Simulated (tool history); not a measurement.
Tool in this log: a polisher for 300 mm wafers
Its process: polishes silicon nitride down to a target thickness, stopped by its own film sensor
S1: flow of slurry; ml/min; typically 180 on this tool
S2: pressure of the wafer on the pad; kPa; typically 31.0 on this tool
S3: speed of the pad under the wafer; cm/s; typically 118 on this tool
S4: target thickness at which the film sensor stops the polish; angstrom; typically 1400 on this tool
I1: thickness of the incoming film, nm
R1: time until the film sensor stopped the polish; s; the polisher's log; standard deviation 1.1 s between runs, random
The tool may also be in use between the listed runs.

Run 1, hour 0.0: usual settings but S1 145 ml/min, S3 152 cm/s; I1 381.8. Result: R1 120.4 s.
Run 2, hour 64.4: usual settings but S3 144 cm/s; I1 381.6. Result: R1 124.1 s.
At hour 76.7: slurry nozzle cleaned.
At hour 122.8: worn pad replaced by a new one.
Run 3, hour 138.6: usual settings but S3 144 cm/s; I1 379.6. Result: R1 100.5 s.
Run 4, hour 200.3: usual settings but S3 144 cm/s; I1 374.9. Result: R1 107.1 s.
At hour 379.9: worn pad replaced by a new one.
Run 5, hour 405.8: usual settings; I1 385.5. Result: R1 121.4 s.
Run 6, hour 444.2: usual settings; I1 383.0. Result: R1 126.5 s.
At hour 489.1: slurry nozzle cleaned.
Run 7, hour 512.7: usual settings; I1 383.1. Result: R1 127.0 s.
Run 8, hour 548.1: usual settings but S4 1620 angstrom; I1 383.0. Result: R1 113.9 s.
At hour 592.1: worn pad replaced by a new one.
Run 9, hour 609.7: usual settings but S4 1620 angstrom; I1 377.6. Result: R1 102.3 s.
Run 10, hour 641.2: usual settings but S4 1620 angstrom; I1 381.5. Result: R1 107.3 s.
Run 11, hour 687.8: usual settings but S1 240 ml/min, S2 21.4 kPa, S3 92 cm/s, S4 2070 angstrom; I1 379.8. Result: R1 139.5 s.
Run 12, hour 730.8: usual settings but S1 145 ml/min, S3 152 cm/s; I1 376.8. Result: R1 109.9 s.
At hour 760.5: head pressure recalibrated.
Run 13, hour 761.2: usual settings but S1 160 ml/min, S2 27.6 kPa, S3 106 cm/s, S4 1990 angstrom; I1 385.4. Result: R1 116.1 s.
Run 14, hour 820.7: usual settings but S1 145 ml/min, S2 39.3 kPa, S3 88 cm/s, S4 940 angstrom; I1 376.8. Result: R1 144.6 s.

Run 15 comes next. What will it give?
At hour 828.7: worn pad replaced by a new one.
Run 15, hour 867.2: usual settings; I1 377.9. Result: R1 ?.

{"run 15": {"R1": 122.0}}
Without the tool's hidden state the same run would have given R1 109.3 s.

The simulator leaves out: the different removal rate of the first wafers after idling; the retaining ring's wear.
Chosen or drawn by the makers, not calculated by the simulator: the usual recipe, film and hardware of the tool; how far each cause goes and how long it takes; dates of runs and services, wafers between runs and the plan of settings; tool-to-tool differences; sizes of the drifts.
